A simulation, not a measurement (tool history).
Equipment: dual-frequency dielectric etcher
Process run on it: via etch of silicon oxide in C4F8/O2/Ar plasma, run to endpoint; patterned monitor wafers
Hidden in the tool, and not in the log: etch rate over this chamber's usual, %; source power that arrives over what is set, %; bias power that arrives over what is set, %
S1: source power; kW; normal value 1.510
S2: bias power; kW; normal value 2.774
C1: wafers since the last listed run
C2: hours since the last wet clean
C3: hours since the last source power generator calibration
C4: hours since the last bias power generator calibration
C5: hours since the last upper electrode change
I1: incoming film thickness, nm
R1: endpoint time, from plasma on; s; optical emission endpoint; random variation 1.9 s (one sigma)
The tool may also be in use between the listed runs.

run,hour,S1,S2,C1,C2,C3,C4,C5,I1,R1
1,0.0,1.240,2.319,0,36.1,1159.7,3068.7,2940.8,1257.8,311.2
2,31.6,1.260,2.254,238,67.7,1191.3,3100.3,2972.4,1238.1,307.5
3,59.3,1.260,2.254,209,95.4,1219.0,3128.0,3000.1,1238.1,300.8
4,85.0,1.260,2.254,194,121.1,1244.7,3153.7,3025.8,1238.2,302.4
5,110.4,1.510,2.774,191,146.5,1270.1,3179.1,3051.2,1231.4,259.5
6,140.4,1.510,2.774,226,176.5,1300.1,3209.1,3081.2,1232.5,263.7
7,153.6,1.510,2.774,99,189.7,1313.3,3222.3,3094.4,1233.1,262.9
8,182.7,1.640,2.774,219,218.8,1342.4,3251.4,3123.5,1237.2,254.8
9,195.2,1.510,2.774,94,231.3,1354.9,3263.9,3136.0,1245.1,267.3
10,230.5,1.510,2.774,266,266.6,1390.2,3299.2,3171.3,1241.0,263.2
11,260.0,1.510,2.774,222,296.1,1419.7,3328.7,3200.8,1248.7,262.4
12,288.6,1.510,2.774,215,324.7,1448.3,3357.3,3229.4,1240.8,261.7
13,319.7,1.510,2.774,234,355.8,1479.4,3388.4,3260.5,1240.9,264.0
14,346.8,1.510,2.774,204,382.9,1506.5,3415.5,3287.6,1254.4,264.9
15,370.4,1.510,2.774,178,406.5,1530.1,3439.1,3311.2,1252.4,263.5
16,402.7,1.590,2.774,243,438.8,1562.4,3471.4,3343.5,1227.6,250.3
17,419.1,1.750,2.499,123,455.2,1578.8,3487.8,3359.9,1234.1,258.3
18,436.2,1.510,2.774,129,472.3,1595.9,3504.9,3377.0,1237.5,257.4
19,459.8,1.510,2.774,178,495.9,1619.5,3528.5,3400.6,1241.0,259.5
# hour 486.1: wet clean of the chamber
20,486.6,1.510,2.774,21,0.5,1646.3,3555.3,3427.4,1250.8,270.1
# hour 501.8: bias power generator calibrated
21,511.1,1.510,2.774,154,25.0,1670.8,9.3,3451.9,1241.4,271.6
# hour 538.4: upper electrode replaced
22,538.9,1.510,2.774,28,52.8,1698.6,37.1,0.5,1238.6,264.2
23,549.1,1.510,2.600,77,63.0,1708.8,47.3,10.7,1241.1,271.0
24,585.0,1.270,2.427,271,98.9,1744.7,83.2,46.6,1245.1,298.4
25,614.1,1.690,2.392,219,128.0,1773.8,112.3,75.7,1248.1,268.5
26,647.2,1.740,3.033,249,161.1,1806.9,145.4,108.8,1223.6,241.0
# hour 660.1: source power generator calibrated
27,666.1,1.210,2.344,112,180.0,6.0,164.3,127.7,1232.9,302.1
28,688.3,1.510,2.774,167,202.2,28.2,186.5,149.9,1228.8,263.1
29,707.4,1.650,2.426,144,221.3,47.3,205.6,169.0,1234.5,264.3
30,737.2,1.140,2.774,225,251.1,77.1,235.4,198.8,1239.9,290.5
31,759.4,1.800,3.252,167,273.3,99.3,257.6,221.0,1232.6,233.4
32,790.3,1.200,2.949,233,304.2,130.2,288.5,251.9,1250.6,277.8
33,820.2,1.510,2.774,225,334.1,160.1,318.4,281.8,1248.4,260.8
34,865.4,1.210,2.774,341,379.3,205.3,363.6,327.0,1244.5,282.6
35,897.1,1.270,3.414,239,411.0,237.0,395.3,358.7,1243.6,253.2

Branching from run 35: 4 alternative next runs. What would each branch give?
A,897.6,1.740,2.774,3,411.5,237.5,395.8,359.2,1237.2,?
B,897.6,1.760,2.437,3,411.5,237.5,395.8,359.2,1237.2,?
C,897.6,1.400,3.183,3,411.5,237.5,395.8,359.2,1237.2,?
D,897.6,1.640,2.117,3,411.5,237.5,395.8,359.2,1237.2,?

run,R1
A,243.0
B,254.0
C,248.4
D,274.3
Without the tool's hidden state the same runs would have given:
run,R1
A,249.4
B,260.7
C,255.0
D,281.6
